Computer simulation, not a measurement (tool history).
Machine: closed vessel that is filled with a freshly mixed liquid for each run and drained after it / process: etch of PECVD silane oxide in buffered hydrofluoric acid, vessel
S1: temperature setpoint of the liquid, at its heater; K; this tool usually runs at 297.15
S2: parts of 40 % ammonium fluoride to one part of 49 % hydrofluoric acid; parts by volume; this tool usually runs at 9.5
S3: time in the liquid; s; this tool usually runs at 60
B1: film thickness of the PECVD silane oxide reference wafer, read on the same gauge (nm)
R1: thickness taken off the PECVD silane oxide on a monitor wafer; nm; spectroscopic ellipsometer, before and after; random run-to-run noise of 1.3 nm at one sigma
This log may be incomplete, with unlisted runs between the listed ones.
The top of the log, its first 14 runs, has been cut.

{"run": 15, "day": 13.467, "S1": 298.15, "S2": 9.5, "S3": 60, "B1": 110.01, "R1": 162.53}
{"run": 16, "day": 14.067, "S1": 297.15, "S2": 9.5, "S3": 80, "B1": 109.99, "R1": 204.22}
{"run": 17, "day": 15.083, "S1": 297.15, "S2": 9.5, "S3": 60, "B1": 110.01, "R1": 152.68}
{"run": 18, "day": 16.233, "S1": 297.15, "S2": 9.5, "S3": 60, "B1": 110.03, "R1": 154}
{"day": 17.604, "done": "thermometer replaced"}
{"run": 19, "day": 17.721, "S1": 297.15, "S2": 13, "S3": 95, "B1": 110, "R1": 181.43}
{"run": 20, "day": 18.504, "S1": 300.15, "S2": 9.5, "S3": 45, "B1": 110, "R1": 133.02}
{"run": 21, "day": 19.862, "S1": 300.15, "S2": 9.5, "S3": 80, "B1": 110.02, "R1": 242.12}
{"run": 22, "day": 21.062, "S1": 292.15, "S2": 9.5, "S3": 35, "B1": 110, "R1": 66.66}
{"run": 23, "day": 22.45, "S1": 299.15, "S2": 6, "S3": 45, "B1": 110.01, "R1": 198}
{"run": 24, "day": 23.421, "S1": 297.15, "S2": 9.5, "S3": 60, "B1": 110, "R1": 153.03}
{"run": 25, "day": 24.258, "S1": 299.15, "S2": 6.5, "S3": 95, "B1": 109.99, "R1": 393.48}
{"run": 26, "day": 25.679, "S1": 300.15, "S2": 7.5, "S3": 60, "B1": 109.97, "R1": 231.63}
{"run": 27, "day": 26.692, "S1": 301.15, "S2": 9.5, "S3": 75, "B1": 110.01, "R1": 238.37}
{"run": 28, "day": 27.85, "S1": 298.65, "S2": 9.5, "S3": 85, "B1": 110, "R1": 234.17}
{"day": 28.371, "done": "gauge calibrated"}
{"run": 29, "day": 29.208, "S1": 295.65, "S2": 13, "S3": 60, "B1": 109.99, "R1": 105.81}
{"run": 30, "day": 29.729, "S1": 297.15, "S2": 9.5, "S3": 60, "B1": 110.03, "R1": 155.13}
{"run": 31, "day": 30.354, "S1": 297.15, "S2": 9.5, "S3": 60, "B1": 110.01, "R1": 152.9}
{"run": 32, "day": 31.829, "S1": 297.15, "S2": 8, "S3": 60, "B1": 110.02, "R1": 177.96}

Here are 5 independent what-if runs from the current tool condition. What would each one return?
{"run": "A", "day": 31.858, "S1": 297.15, "S2": 9.5, "S3": 60, "B1": "?", "R1": "?"}
{"run": "B", "day": 31.858, "S1": 297.15, "S2": 11.5, "S3": 40, "B1": "?", "R1": "?"}
{"run": "C", "day": 31.858, "S1": 298.65, "S2": 7, "S3": 50, "B1": "?", "R1": "?"}
{"run": "D", "day": 31.858, "S1": 299.15, "S2": 8.5, "S3": 60, "B1": "?", "R1": "?"}
{"run": "E", "day": 31.858, "S1": 292.65, "S2": 7.5, "S3": 60, "B1": "?", "R1": "?"}

run=A B1=109.98 R1=154.48
run=B B1=109.98 R1=87.02
run=C B1=109.98 R1=189.61
run=D B1=109.98 R1=189.49
run=E B1=109.98 R1=151.84
What these runs would have given with no unlogged condition in the tool:
run=A R1=154.48
run=B R1=87.02
run=C R1=189.61
run=D R1=189.49
run=E R1=151.84
